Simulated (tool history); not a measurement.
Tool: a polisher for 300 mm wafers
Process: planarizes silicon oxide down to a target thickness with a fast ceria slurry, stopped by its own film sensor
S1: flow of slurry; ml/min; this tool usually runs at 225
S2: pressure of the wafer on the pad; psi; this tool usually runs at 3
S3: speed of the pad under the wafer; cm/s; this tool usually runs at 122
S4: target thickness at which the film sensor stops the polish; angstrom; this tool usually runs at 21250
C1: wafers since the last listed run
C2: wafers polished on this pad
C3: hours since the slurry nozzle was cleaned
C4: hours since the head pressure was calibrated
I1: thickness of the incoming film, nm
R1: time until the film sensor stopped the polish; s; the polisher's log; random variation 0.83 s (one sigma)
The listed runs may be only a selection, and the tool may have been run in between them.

run   hour   S1   S2   S3     S4   C1    C2     C3      C4      I1     R1
  1      0  225  3.5  122  21250    0   307  498.7    1054  3611.9   72.2
  2   27.1  225  3.5  122  21250  337   645  525.8  1081.1  3550.9   71.1
  3   43.9  225  3.5  122  21250  209   854  542.6  1097.9  3607.2   73.9
  4   59.1  225    3  102  21250  189  1044  557.8  1113.1  3565.2  101.3
  5   81.3  225    3  102  21250  276  1321    580  1135.3    3583  104.6
  6  113.3  225    3  122  21250  398  1720    612  1167.3  3579.7   87.2
     128.3  -- worn pad replaced by a new one
  7  136.4  225    3  122  21250  238   100  635.1  1190.4    3504   75.6
  8  162.3  225    3  122  21250  322   423    661  1216.3  3512.8   79.2
  9  178.4  225    3  122  21250  200   624  677.1  1232.4  3519.3   79.9
 10  214.2  225    3  122  21250  446  1070  712.9  1268.2  3559.5     85
 11  236.9  225    3  122  21250  283  1353  735.6  1290.9  3569.2   83.5
     254.7  -- slurry nozzle cleaned
 12  259.4  205    3  122  21250  268  1621    4.7  1313.4  3541.2   84.2
     263.9  -- head pressure recalibrated
     278.6  -- worn pad replaced by a new one
 13  287.9  205    3  122  21250  280   115   33.2      24  3562.2   80.3
 14  317.9  225    3  122  21250  374   489   63.2      54  3590.1   82.7
 15  348.1  185  2.7  160  16720  376   866   93.4    84.2  3610.5   98.6
 16  379.5  225    3  162  21250  391  1257  124.8   115.6  3621.4   66.4
 17  414.2  225    3  122  23450  432  1690  159.5   150.3  3544.8   70.4
     435.5  -- worn pad replaced by a new one
 18  438.7  225    3  122  21250  255    39    184   174.8  3586.8   79.8
 19    455  175    2  122  17690  203   242  200.3   191.1  3590.1  156.1
 20  478.3  250    3  122  21250  290   533  223.6   214.4  3610.2   85.5
 21  491.4  225    3  144  21250  163   696  236.7   227.5  3561.9   70.3
 22  525.8  305  3.3  110  17280  428  1125  271.1   261.9  3557.6  107.8
 23  545.8  175  3.5  122  21250  249  1374  291.1   281.9  3534.2   72.2
     560.4  -- worn pad replaced by a new one
 24  578.6  265    3   80  21250  359   227  323.9   314.7  3602.1  125.1
 25  605.8  225  2.4  122  21250  339   566  351.1   341.9  3617.2  105.8
 26  621.3  225    3  122  21250  193   759  366.6   357.4  3624.8   87.5
 27  649.2  225  2.2  160  21250  347  1107  394.5   385.3  3606.1   91.7
 28  675.1  225    3  122  21250  322  1430  420.4   411.2  3557.6   85.4
     687.6  -- worn pad replaced by a new one
 29  699.8  165  2.5  122  16990  258   151  445.1   435.9  3527.5  126.1

Here are 3 independent what-if runs from the current tool condition. What would each one return?
  A  700.3  225   3  122  21250   6  157  445.6  436.4  3547.8   ?
  B  700.3  225   4  122  21250   6  157  445.6  436.4  3547.8   ?
  C  700.3  225   3  122  17210   6  157  445.6  436.4  3547.8   ?

run     R1
  A   78.6
  B     59
  C  100.9
Without the tool's unlogged condition, the same runs would have read:
run    R1
  A  76.4
  B  57.3
  C  98.1
